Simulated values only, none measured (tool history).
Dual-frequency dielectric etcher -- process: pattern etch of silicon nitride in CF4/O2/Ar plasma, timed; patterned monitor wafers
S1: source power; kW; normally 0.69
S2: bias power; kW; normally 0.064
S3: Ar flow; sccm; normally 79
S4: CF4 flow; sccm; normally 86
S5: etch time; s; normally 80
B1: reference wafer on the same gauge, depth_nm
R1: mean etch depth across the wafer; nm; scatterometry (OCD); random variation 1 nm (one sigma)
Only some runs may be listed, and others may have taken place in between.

{"run": 1, "day": 0.0, "S1": 0.69, "S2": 0.064, "S3": 79, "S4": 86, "S5": 85.5, "B1": 228, "R1": 242.8}
{"run": 2, "day": 3.583, "S1": 0.69, "S2": 0.053, "S3": 79, "S4": 64, "S5": 88.5, "B1": 228.3, "R1": 235.3}
{"run": 3, "day": 5.196, "S1": 0.69, "S2": 0.064, "S3": 90, "S4": 86, "S5": 100, "B1": 228.1, "R1": 276.4}
{"day": 7.875, "done": "upper electrode replaced"}
{"run": 4, "day": 8.15, "S1": 0.69, "S2": 0.064, "S3": 79, "S4": 86, "S5": 70, "B1": 228.1, "R1": 197.5}
{"run": 5, "day": 11.804, "S1": 0.77, "S2": 0.064, "S3": 70, "S4": 102, "S5": 88.5, "B1": 228.1, "R1": 280.3}
{"run": 6, "day": 13.838, "S1": 0.69, "S2": 0.064, "S3": 79, "S4": 86, "S5": 80, "B1": 228.2, "R1": 224.2}
{"day": 15.617, "done": "wet clean of the chamber"}
{"run": 7, "day": 16.942, "S1": 0.69, "S2": 0.064, "S3": 79, "S4": 86, "S5": 80, "B1": 227.9, "R1": 224}
{"run": 8, "day": 20.992, "S1": 0.69, "S2": 0.064, "S3": 79, "S4": 86, "S5": 80, "B1": 227.9, "R1": 223.4}
{"run": 9, "day": 23.238, "S1": 0.69, "S2": 0.059, "S3": 79, "S4": 78, "S5": 80, "B1": 227.8, "R1": 218.3}
{"run": 10, "day": 27.342, "S1": 0.69, "S2": 0.06, "S3": 79, "S4": 74, "S5": 80, "B1": 227.9, "R1": 217.3}
{"day": 31.433, "done": "bias power generator calibrated"}
{"run": 11, "day": 31.454, "S1": 0.69, "S2": 0.064, "S3": 79, "S4": 86, "S5": 80, "B1": 228.1, "R1": 222.6}
{"run": 12, "day": 36.771, "S1": 0.69, "S2": 0.064, "S3": 79, "S4": 86, "S5": 80, "B1": 228, "R1": 220.7}
{"day": 39.338, "done": "wet clean of the chamber"}
{"run": 13, "day": 49.879, "S1": 0.64, "S2": 0.064, "S3": 79, "S4": 86, "S5": 75, "B1": 227.8, "R1": 196}
{"run": 14, "day": 51.412, "S1": 0.69, "S2": 0.064, "S3": 79, "S4": 86, "S5": 80, "B1": 228.1, "R1": 221.5}
{"run": 15, "day": 53.067, "S1": 0.69, "S2": 0.064, "S3": 73, "S4": 86, "S5": 67, "B1": 228.2, "R1": 187.5}
{"run": 16, "day": 54.767, "S1": 0.56, "S2": 0.076, "S3": 79, "S4": 64, "S5": 80, "B1": 228, "R1": 194.1}
{"run": 17, "day": 58.254, "S1": 0.69, "S2": 0.064, "S3": 79, "S4": 104, "S5": 80, "B1": 227.9, "R1": 223.4}
{"run": 18, "day": 60.246, "S1": 0.55, "S2": 0.072, "S3": 74, "S4": 86, "S5": 58, "B1": 228, "R1": 141.1}
{"run": 19, "day": 62.771, "S1": 0.69, "S2": 0.064, "S3": 79, "S4": 86, "S5": 80, "B1": 228.1, "R1": 219.1}
{"run": 20, "day": 65.412, "S1": 0.85, "S2": 0.064, "S3": 85, "S4": 86, "S5": 80, "B1": 227.9, "R1": 254}
{"day": 66.492, "done": "wet clean of the chamber"}
{"run": 21, "day": 67.792, "S1": 0.69, "S2": 0.08, "S3": 92, "S4": 86, "S5": 80, "B1": 228, "R1": 226.2}

What if the next run were any one of these 4? Each begins from the tool's condition after run 21:
{"run": "A", "day": 67.808, "S1": 0.69, "S2": 0.064, "S3": 79, "S4": 86, "S5": 80, "B1": "?", "R1": "?"}
{"run": "B", "day": 67.808, "S1": 0.69, "S2": 0.064, "S3": 72, "S4": 86, "S5": 80, "B1": "?", "R1": "?"}
{"run": "C", "day": 67.808, "S1": 0.69, "S2": 0.064, "S3": 74, "S4": 103, "S5": 80, "B1": "?", "R1": "?"}
{"run": "D", "day": 67.808, "S1": 0.69, "S2": 0.071, "S3": 88, "S4": 86, "S5": 68, "B1": "?", "R1": "?"}

run=A B1=228.2 R1=220.7
run=B B1=228.2 R1=224
run=C B1=228.2 R1=225.8
run=D B1=228.2 R1=188.5
Take away the tool's hidden state, keep each run's random variation, and the runs would have read:
run=A R1=227.8
run=B R1=231.2
run=C R1=233.1
run=D R1=194.5
